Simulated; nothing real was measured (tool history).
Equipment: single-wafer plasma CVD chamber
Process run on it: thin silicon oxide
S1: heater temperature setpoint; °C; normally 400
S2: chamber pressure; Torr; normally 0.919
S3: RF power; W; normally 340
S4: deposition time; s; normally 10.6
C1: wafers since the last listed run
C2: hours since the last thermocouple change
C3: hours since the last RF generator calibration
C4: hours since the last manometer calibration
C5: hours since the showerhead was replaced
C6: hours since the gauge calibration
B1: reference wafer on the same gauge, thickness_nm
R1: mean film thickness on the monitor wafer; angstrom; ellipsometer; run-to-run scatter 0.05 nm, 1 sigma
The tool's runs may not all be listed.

| run | hour | S1 | S2 | S3 | S4 | C1 | C2 | C3 | C4 | C5 | C6 | B1 | R1 |
|---|---|---|---|---|---|---|---|---|---|---|---|---|---|
| 1 | 0 | 400 | 0.919 | 340 | 10.6 | 0 | 2126.2 | 515.8 | 543 | 4777 | 1505.5 | 24.405 | 233.11 |
| 2 | 25.3 | 400 | 0.919 | 340 | 10.6 | 1415 | 2151.5 | 541.1 | 568.3 | 4802.3 | 1530.8 | 24.382 | 231.94 |
| 3 | 85.7 | 400 | 0.919 | 340 | 10.6 | 3378 | 2211.9 | 601.5 | 628.7 | 4862.7 | 1591.2 | 24.396 | 233.16 |
| 4 | 142.5 | 400 | 0.919 | 340 | 10.6 | 3177 | 2268.7 | 658.3 | 685.5 | 4919.5 | 1648 | 24.401 | 233.33 |
| 5 | 182.7 | 400 | 0.919 | 340 | 12 | 2248 | 2308.9 | 698.5 | 725.7 | 4959.7 | 1688.2 | 24.412 | 264.23 |
|  | 221.3 | thermocouple changed; heater temperature recalibrated |
| 6 | 239.6 | 394 | 1.012 | 340 | 10.6 | 2735 | 18.3 | 755.4 | 782.6 | 5016.6 | 1745.1 | 24.395 | 254.09 |
| 7 | 284.9 | 400 | 0.919 | 340 | 10.6 | 2534 | 63.6 | 800.7 | 827.9 | 5061.9 | 1790.4 | 24.409 | 233.82 |
|  | 284.9 | gauge calibrated |
| 8 | 340.6 | 400 | 0.919 | 340 | 10.6 | 3115 | 119.3 | 856.4 | 883.6 | 5117.6 | 55.7 | 24.392 | 234.02 |
| 9 | 375.9 | 389 | 0.722 | 300 | 9.6 | 1974 | 154.6 | 891.7 | 918.9 | 5152.9 | 91 | 24.401 | 157.2 |
| 10 | 403.9 | 409 | 0.919 | 340 | 8.5 | 1566 | 182.6 | 919.7 | 946.9 | 5180.9 | 119 | 24.395 | 186.13 |
| 11 | 471.3 | 392 | 0.764 | 340 | 10.6 | 3770 | 250 | 987.1 | 1014.3 | 5248.3 | 186.4 | 24.404 | 193.75 |
| 12 | 502.3 | 400 | 0.919 | 340 | 10.6 | 1734 | 281 | 1018.1 | 1045.3 | 5279.3 | 217.4 | 24.385 | 234.16 |
| 13 | 531.7 | 393 | 0.737 | 375 | 12.1 | 1644 | 310.4 | 1047.5 | 1074.7 | 5308.7 | 246.8 | 24.395 | 220.31 |
|  | 574.2 | capacitance manometer re-zeroed and calibrated |
| 14 | 582.3 | 400 | 0.919 | 405 | 10.6 | 2382 | 361 | 1098.1 | 8.1 | 5359.3 | 297.4 | 24.411 | 254.86 |
| 15 | 612 | 388 | 0.919 | 340 | 10.6 | 1661 | 390.7 | 1127.8 | 37.8 | 5389 | 327.1 | 24.407 | 240.26 |
| 16 | 638.1 | 400 | 0.919 | 340 | 10.6 | 1459 | 416.8 | 1153.9 | 63.9 | 5415.1 | 353.2 | 24.413 | 239.79 |
| 17 | 680.6 | 408 | 1.107 | 305 | 10.6 | 2377 | 459.3 | 1196.4 | 106.4 | 5457.6 | 395.7 | 24.399 | 264.16 |
|  | 720.5 | RF generator calibrated |
| 18 | 721 | 400 | 0.919 | 340 | 10.6 | 1812 | 499.7 | 0.5 | 146.8 | 5498 | 436.1 | 24.422 | 240.81 |
| 19 | 748.5 | 400 | 0.919 | 340 | 10.6 | 1538 | 527.2 | 28 | 174.3 | 5525.5 | 463.6 | 24.399 | 240.76 |
| 20 | 816.5 | 393 | 1.075 | 365 | 10.6 | 3803 | 595.2 | 96 | 242.3 | 5593.5 | 531.6 | 24.395 | 280.07 |
|  | 835.9 | showerhead replaced |
|  | 841.2 | capacitance manometer re-zeroed and calibrated, repeated, since the last time left the tool worse |
| 21 | 873.2 | 400 | 0.919 | 340 | 9.1 | 2425 | 651.9 | 152.7 | 32 | 37.3 | 588.3 | 24.413 | 197.76 |
| 22 | 902.6 | 400 | 0.919 | 340 | 9.5 | 1644 | 681.3 | 182.1 | 61.4 | 66.7 | 617.7 | 24.385 | 206.72 |
| 23 | 929.8 | 400 | 0.783 | 340 | 8.6 | 1521 | 708.5 | 209.3 | 88.6 | 93.9 | 644.9 | 24.388 | 159.2 |
| 24 | 981 | 400 | 0.72 | 340 | 10.6 | 2864 | 759.7 | 260.5 | 139.8 | 145.1 | 696.1 | 24.405 | 177.66 |

Run 25, settings as shown, results not yet in. Your forecast:
| 25 | 1050.1 | 400 | 0.69 | 340 | 10.6 | 3865 | 828.8 | 329.6 | 208.9 | 214.2 | 765.2 | ? | ? |

B1: 24.404
R1: 169.16 angstrom
With the hidden condition absent and the run-to-run variation left alone, this run would have shown R1 166.15 angstrom.
